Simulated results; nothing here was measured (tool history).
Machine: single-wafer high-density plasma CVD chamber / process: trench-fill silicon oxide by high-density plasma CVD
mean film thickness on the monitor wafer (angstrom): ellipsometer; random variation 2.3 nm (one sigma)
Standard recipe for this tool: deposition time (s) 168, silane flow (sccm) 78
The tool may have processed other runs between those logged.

run     day  deposition time (s)  silane flow (sccm)  read-back reference wafer on the same gauge, thickness_nm  mean film thickness on the monitor wafer (angstrom)
  1   0.000                  168                  69                                                   1449.861                                             10281.47
  2   1.500                  168                  69                                                   1449.913                                             10297.21
  3   3.433                  168                  78                                                   1449.914                                             11644.13
  4   4.608                  168                  78                                                   1449.654                                             11639.80
  5   7.238                  168                  78                                                   1449.971                                             11529.71
  6   8.708                  168                  78                                                   1449.451                                             11572.76
      9.904  -- silane flow controller replaced
  7  11.538                  168                  78                                                   1449.164                                             12684.28
  8  14.142                  168                  78                                                   1450.403                                             12641.67
  9  15.408                  168                  78                                                   1450.989                                             12672.93
 10  16.688                  189                  83                                                   1450.220                                             15156.49
 11  18.042                  196                  90                                                   1449.618                                             17038.08
 12  19.158                  168                  78                                                   1449.842                                             12682.69
     19.950  -- gauge calibrated
 13  20.225                  168                  78                                                   1449.307                                             12716.23
 14  21.471                  168                  69                                                   1450.080                                             11168.84
 15  22.958                  152                  68                                                   1449.752                                              9994.77
 16  25.542                  191                  70                                                   1450.343                                             12902.06
 17  26.612                  151                  69                                                   1449.544                                             10040.77
 18  27.912                  168                  78                                                   1450.356                                             12661.66
 19  29.717                  135                  88                                                   1450.542                                             11533.55

Below are 4 alternative next runs, each starting from the tool's condition after run 19. Predict each:
  A  29.733                  190                  78                                                          ?                                                    ?
  B  29.733                  194                  87                                                          ?                                                    ?
  C  29.733                  168                  67                                                          ?                                                    ?
  D  29.733                  135                  93                                                          ?                                                    ?

run  read-back reference wafer on the same gauge, thickness_nm  mean film thickness on the monitor wafer (angstrom)
  A                                                   1449.581                                             14318.11
  B                                                   1449.581                                             16306.41
  C                                                   1449.581                                             10874.81
  D                                                   1449.581                                             12129.82
What these runs would have given with no unlogged condition in the tool:
run  mean film thickness on the monitor wafer (angstrom)
  A                                             14278.12
  B                                             16260.88
  C                                             10844.44
  D                                             12095.94
